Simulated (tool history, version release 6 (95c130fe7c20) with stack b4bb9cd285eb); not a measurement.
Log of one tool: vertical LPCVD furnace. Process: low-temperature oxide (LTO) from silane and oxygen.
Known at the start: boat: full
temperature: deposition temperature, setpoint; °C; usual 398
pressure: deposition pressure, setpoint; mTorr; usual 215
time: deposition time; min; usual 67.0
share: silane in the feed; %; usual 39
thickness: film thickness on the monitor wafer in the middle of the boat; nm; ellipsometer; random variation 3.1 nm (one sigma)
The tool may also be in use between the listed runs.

run    hour  temperature  pressure  time  share  read-back reference wafer on the same gauge, thickness  thickness
  1     0.0          398       215  67.0     39                                                  622.66     599.05
  2    84.7          398       215  67.0     39                                                  621.70     598.45
  3   168.5          398       215  67.0     39                                                  621.90     593.68
  4   422.5          398       215  67.0     39                                                  621.57     601.01
  5   483.5          398       215  67.0     39                                                  621.54     593.31
  6   792.6          398       215  67.0     39                                                  622.55     588.39
  7   876.8          398       215  67.0     42                                                  621.65     650.57
  8   971.6          398       215  67.0     42                                                  622.28     648.48
  9  1035.1          398       215  67.0     39                                                  622.82     590.81
 10  1099.5          398       215  67.0     39                                                  622.82     591.01
 11  1193.3          404       240  42.5     39                                                  623.36     451.98
 12  1257.6          398       260  67.0     47                                                  621.53     885.23
 13  1294.8          389       200  46.5     42                                                  621.40     378.34
 14  1331.4          388       215  90.5     37                                                  621.60     672.53
 15  1377.4          398       165  67.0     34                                                  622.50     381.84
 16  1424.3          398       215  67.0     39                                                  622.93     598.10
 17  1518.5          386       260  57.0     35                                                  622.08     466.58
 18  1617.5          398       215  67.0     39                                                  620.96     594.67
 19  1656.3          398       245  67.0     35                                                  622.12     596.18
 20  1710.5          398       215  43.5     46                                                  620.85     466.73
 21  1753.3          390       240  54.0     39                                                  621.79     493.34

Taken out of this log: 4 entries between the listed runs. Where each belongs, and how the hidden state differs across it:
Between runs 5 and 6: thermocouples replaced and temperature profile calibrated (hour 654.1)
  no hidden state differs between the two runs
Between runs 7 and 8: gauge calibrated (hour 878.9); silane flow controller replaced (hour 951.9)
  no hidden state differs between the two runs
Between runs 10 and 11: pressure gauge zeroed (hour 1150.6)
  no hidden state differs between the two runs
